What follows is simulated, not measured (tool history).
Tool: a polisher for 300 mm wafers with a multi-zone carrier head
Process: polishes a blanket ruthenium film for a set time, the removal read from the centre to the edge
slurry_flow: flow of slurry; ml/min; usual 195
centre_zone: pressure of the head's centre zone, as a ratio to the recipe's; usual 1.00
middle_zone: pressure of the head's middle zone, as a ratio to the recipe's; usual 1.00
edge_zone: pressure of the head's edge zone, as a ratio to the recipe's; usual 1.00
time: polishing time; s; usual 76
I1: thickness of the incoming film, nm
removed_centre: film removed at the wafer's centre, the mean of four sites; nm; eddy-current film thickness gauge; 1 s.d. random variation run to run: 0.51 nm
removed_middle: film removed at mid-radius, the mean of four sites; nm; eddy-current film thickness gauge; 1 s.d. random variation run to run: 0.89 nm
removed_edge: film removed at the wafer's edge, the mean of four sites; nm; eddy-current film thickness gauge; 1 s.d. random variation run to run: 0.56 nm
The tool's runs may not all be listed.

Run 1, hour 0.0: usual settings; I1 519.7. Result: removed_centre 69.5 nm, removed_middle 72.4 nm, removed_edge 73.6 nm.
Run 2, hour 30.6: usual settings; I1 521.5. Result: removed_centre 69.5 nm, removed_middle 73.3 nm, removed_edge 73.2 nm.
At hour 48.5: worn pad replaced by a new one.
Run 3, hour 66.3: usual settings; I1 520.5. Result: removed_centre 71.2 nm, removed_middle 72.7 nm, removed_edge 74.6 nm.
Run 4, hour 79.1: usual settings but middle_zone 1.05; I1 516.0. Result: removed_centre 71.2 nm, removed_middle 77.7 nm, removed_edge 75.0 nm.
Run 5, hour 114.3: usual settings but middle_zone 1.05; I1 518.0. Result: removed_centre 70.1 nm, removed_middle 74.5 nm, removed_edge 74.3 nm.
Run 6, hour 135.7: usual settings; I1 516.2. Result: removed_centre 69.3 nm, removed_middle 73.3 nm, removed_edge 74.0 nm.
Run 7, hour 162.2: usual settings; I1 519.1. Result: removed_centre 68.9 nm, removed_middle 71.4 nm, removed_edge 72.5 nm.
At hour 172.0: slurry nozzle cleaned.
At hour 191.2: worn pad replaced by a new one.
Run 8, hour 191.7: usual settings; I1 517.9. Result: removed_centre 71.7 nm, removed_middle 73.3 nm, removed_edge 75.1 nm.
Run 9, hour 211.4: usual settings but slurry_flow 175 ml/min; I1 523.3. Result: removed_centre 69.2 nm, removed_middle 70.6 nm, removed_edge 74.0 nm.
At hour 233.7: edge zone pressure recalibrated.
Run 10, hour 246.2: usual settings but slurry_flow 250 ml/min, edge_zone 0.95; I1 515.1. Result: removed_centre 73.3 nm, removed_middle 73.2 nm, removed_edge 74.4 nm.
Run 11, hour 276.2: usual settings but slurry_flow 170 ml/min, middle_zone 0.97, edge_zone 0.94, time 99 s; I1 526.5. Result: removed_centre 86.6 nm, removed_middle 90.8 nm, removed_edge 92.0 nm.
Run 12, hour 298.8: usual settings; I1 514.0. Result: removed_centre 68.2 nm, removed_middle 70.6 nm, removed_edge 72.8 nm.
At hour 316.1: worn pad replaced by a new one.
Run 13, hour 324.8: usual settings but slurry_flow 170 ml/min, edge_zone 0.96, time 86 s; I1 522.3. Result: removed_centre 77.2 nm, removed_middle 80.9 nm, removed_edge 82.4 nm.
At hour 332.3: centre zone pressure recalibrated.
Run 14, hour 358.7: usual settings but slurry_flow 225 ml/min, centre_zone 1.12, middle_zone 0.94, edge_zone 0.91; I1 527.9. Result: removed_centre 80.1 nm, removed_middle 70.0 nm, removed_edge 73.7 nm.
Run 15, hour 385.8: usual settings but slurry_flow 250 ml/min, centre_zone 1.12, time 52 s; I1 527.3. Result: removed_centre 55.5 nm, removed_middle 50.5 nm, removed_edge 51.5 nm.
At hour 400.8: carrier head's membrane replaced by a new one.
Run 16, hour 401.3: usual settings; I1 515.8. Result: removed_centre 69.5 nm, removed_middle 70.6 nm, removed_edge 73.5 nm.
Run 17, hour 434.5: usual settings but edge_zone 1.04; I1 519.4. Result: removed_centre 68.3 nm, removed_middle 71.1 nm, removed_edge 72.5 nm.
At hour 455.0: worn pad replaced by a new one.
Run 18, hour 462.1: usual settings; I1 510.0. Result: removed_centre 70.8 nm, removed_middle 73.9 nm, removed_edge 75.0 nm.
Run 19, hour 486.3: usual settings but slurry_flow 165 ml/min, centre_zone 1.11; I1 512.2. Result: removed_centre 75.7 nm, removed_middle 70.5 nm, removed_edge 74.1 nm.
Run 20, hour 516.9: usual settings but edge_zone 0.91; I1 526.8. Result: removed_centre 69.8 nm, removed_middle 71.9 nm, removed_edge 71.3 nm.

Estimate the outcome of run 21 from the log above:
Run 21, hour 539.3: usual settings but slurry_flow 235 ml/min, centre_zone 1.03, edge_zone 0.97; I1 512.1. Result: removed_centre ?, removed_middle ?, removed_edge ?.

Run 21 yielded removed_centre 73.8 nm, removed_middle 75.5 nm, removed_edge 74.1 nm.
The same run, on a tool lacking any hidden state, would have yielded removed_centre 75.4 nm, removed_middle 77.1 nm, removed_edge 75.7 nm.

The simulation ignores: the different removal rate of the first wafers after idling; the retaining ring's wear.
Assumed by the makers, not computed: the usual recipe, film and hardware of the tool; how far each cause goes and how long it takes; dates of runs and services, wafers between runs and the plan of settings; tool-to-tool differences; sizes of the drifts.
